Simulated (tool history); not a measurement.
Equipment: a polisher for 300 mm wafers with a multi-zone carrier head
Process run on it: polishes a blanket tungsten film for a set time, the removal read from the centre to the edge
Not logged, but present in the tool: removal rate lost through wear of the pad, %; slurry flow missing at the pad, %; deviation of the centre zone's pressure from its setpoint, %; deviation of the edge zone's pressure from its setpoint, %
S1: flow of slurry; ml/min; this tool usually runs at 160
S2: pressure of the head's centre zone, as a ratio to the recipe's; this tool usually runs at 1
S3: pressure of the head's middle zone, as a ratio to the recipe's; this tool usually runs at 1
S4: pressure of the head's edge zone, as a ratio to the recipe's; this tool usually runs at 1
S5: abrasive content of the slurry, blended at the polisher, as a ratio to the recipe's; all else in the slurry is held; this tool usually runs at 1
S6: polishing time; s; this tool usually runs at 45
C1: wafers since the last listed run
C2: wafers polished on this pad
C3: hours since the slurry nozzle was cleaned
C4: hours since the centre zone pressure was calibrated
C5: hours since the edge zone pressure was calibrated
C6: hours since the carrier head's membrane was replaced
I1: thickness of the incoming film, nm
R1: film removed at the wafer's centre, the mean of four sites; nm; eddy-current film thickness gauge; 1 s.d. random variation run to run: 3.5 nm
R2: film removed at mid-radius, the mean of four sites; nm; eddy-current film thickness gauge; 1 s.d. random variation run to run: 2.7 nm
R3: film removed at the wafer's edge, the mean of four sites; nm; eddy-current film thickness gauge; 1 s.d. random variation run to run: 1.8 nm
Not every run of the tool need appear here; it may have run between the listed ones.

run    hour   S1    S2    S3    S4    S5  S6    C1    C2     C3     C4      C5     C6      I1     R1     R2     R3
  1       0  160     1     1     1     1  39     0  1252  138.1   25.7   442.4  161.5    1246  193.8    187  185.9
  2    27.6  160     1     1     1     1  39   432  1684  165.7   53.3     470  189.1  1265.1  186.9  183.1  183.3
  3    88.5  160     1     1     1     1  39   953  2638  226.6  114.2   530.9    250    1255  180.6  176.2  175.8
  4   134.5  160     1     1  0.97   1.2  45   720  3358  272.6  160.2   576.9    296  1236.1  214.7  209.9  206.4
  5   197.8  160     1     1  0.97   1.2  45   991  4350  335.9  223.5   640.2  359.3  1242.5    207  211.3  203.2
      216.4  -- worn pad replaced by a new one
  6     264  160     1     1     1     1  45   974   745  402.1  289.7   706.4  425.5  1232.6  221.7  217.1  218.8
  7     429  160     1     1     1     1  45  2584  3329  567.1  454.7   871.4  590.5  1226.5  203.1  193.5    197
      462.2  -- worn pad replaced by a new one
  8     470  160     1     1     1     1  45   579   121  608.1  495.7   912.4  631.5  1257.1  214.6  217.1  216.9
      507.1  -- slurry nozzle cleaned
  9   522.7  195     1     1     1     1  56   809   931   15.6  548.4   965.1  684.2  1237.9  287.5  280.2    282
 10   563.4  160     1     1     1     1  45   637  1568   56.3  589.1  1005.8  724.9  1238.3  213.8  210.3  213.9
      598.8  -- centre zone pressure recalibrated
      679.2  -- carrier head's membrane replaced by a new one
 11   679.7  160     1     1     1     1  45  1711  3280  172.6   80.9  1122.1    0.5  1239.4  212.9  201.3  206.3
      708.3  -- edge zone pressure recalibrated
        719  -- worn pad replaced by a new one
 12   719.9  160     1     1     1     1  57   535    14  212.8  121.1    11.6   40.7  1231.2  300.8  293.5  293.3
 13   766.2  130     1     1     1     1  45   725   739  259.1  167.4    57.9     87  1260.5  213.8  211.7  211.1
 14   829.6  160     1     1     1     1  39   992  1732  322.5  230.8   121.3  150.4    1252  185.7    179  181.5
 15   858.5  175     1     1     1  1.15  59   452  2184  351.4  259.7   150.2  179.3  1250.1  284.3  282.2  282.9
 16   922.9  140     1     1     1   0.8  45  1008  3193  415.8  324.1   214.6  243.7  1222.8  186.9  188.7  191.5
 17   952.2  160  0.89     1     1  1.25  45   458  3652  445.1  353.4   243.9    273  1262.4    187    206    210
      971.3  -- worn pad replaced by a new one
 18   986.3  160     1  0.91  0.95  1.25  40   471   234  479.2  387.5     278  307.1  1239.3  205.6  186.4  199.5
 19    1056  160     1     1     1     1  45  1091  1325  548.9  457.2   347.7  376.8  1249.8  202.3  202.7  206.4
 20  1088.9  120     1     1     1     1  45   515  1841  581.8  490.1   380.6  409.7  1237.9  182.9    180  190.3
     1115.5  -- slurry nozzle cleaned
 21  1116.1  160  1.11  1.12   1.1   0.8  45   410  2251    0.6  517.3   407.8  436.9  1258.7  228.7  217.1  207.8
 22  1165.4  160     1  1.05     1   1.3  45   772  3023   49.9  566.6   457.1  486.2  1254.2    224  227.1  216.1

Entry by entry between the runs, the difference in hidden state between the last listed run before and the first listed run after:
In the gap between runs 5 and 6: worn pad replaced by a new one (hour 216.4)
  removal rate lost through wear of the pad, %: 13.3 -> 5.5; slurry flow missing at the pad, %: 11.5 -> 15.4
  measured value less the no-hidden-state value, R1: -37.8 -> -21.3 nm; R2: -37.8 -> -20 nm; R3: -34.8 -> -18 nm
In the gap between runs 7 and 8: worn pad replaced by a new one (hour 462.2)
  removal rate lost through wear of the pad, %: 11.7 -> 1.83; slurry flow missing at the pad, %: 28.2 -> 32
  measured value less the no-hidden-state value, R1: -44.9 -> -24.6 nm; R2: -40.8 -> -22.4 nm; R3: -37 -> -16.8 nm
In the gap between runs 8 and 9: slurry nozzle cleaned (hour 507.1)
  removal rate lost through wear of the pad, %: 1.83 -> 7.01; slurry flow missing at the pad, %: 32 -> 1.81
  measured value less the no-hidden-state value, R1: -24.6 -> -22.6 nm; R2: -22.4 -> -21.9 nm; R3: -16.8 -> -21.8 nm
In the gap between runs 10 and 11: centre zone pressure recalibrated (hour 598.8); carrier head's membrane replaced by a new one (hour 679.2)
  removal rate lost through wear of the pad, %: 9.36 -> 12.3; slurry flow missing at the pad, %: 2.05 -> 4.17
  measured value less the no-hidden-state value, R1: -23.1 -> -31.9 nm; R2: -22.5 -> -29.9 nm; R3: -22.7 -> -30.2 nm
In the gap between runs 11 and 12: edge zone pressure recalibrated (hour 708.3); worn pad replaced by a new one (hour 719)
  removal rate lost through wear of the pad, %: 12.3 -> 0.91; slurry flow missing at the pad, %: 4.17 -> 5.41
  measured value less the no-hidden-state value, R1: -31.9 -> -6.2 nm; R2: -29.9 -> -5.6 nm; R3: -30.2 -> -4.8 nm
In the gap between runs 17 and 18: worn pad replaced by a new one (hour 971.3)
  removal rate lost through wear of the pad, %: 12.5 -> 3.04; slurry flow missing at the pad, %: 17.6 -> 20.1
  measured value less the no-hidden-state value, R1: -35.8 -> -17 nm; R2: -38.3 -> -14.4 nm; R3: -36.4 -> -12.7 nm
In the gap between runs 20 and 21: slurry nozzle cleaned (hour 1115.5)
  removal rate lost through wear of the pad, %: 10.4 -> 11.2; slurry flow missing at the pad, %: 28.8 -> 4.64
  measured value less the no-hidden-state value, R1: -43.1 -> -31.4 nm; R2: -39.5 -> -29.5 nm; R3: -35.2 -> -27.7 nm
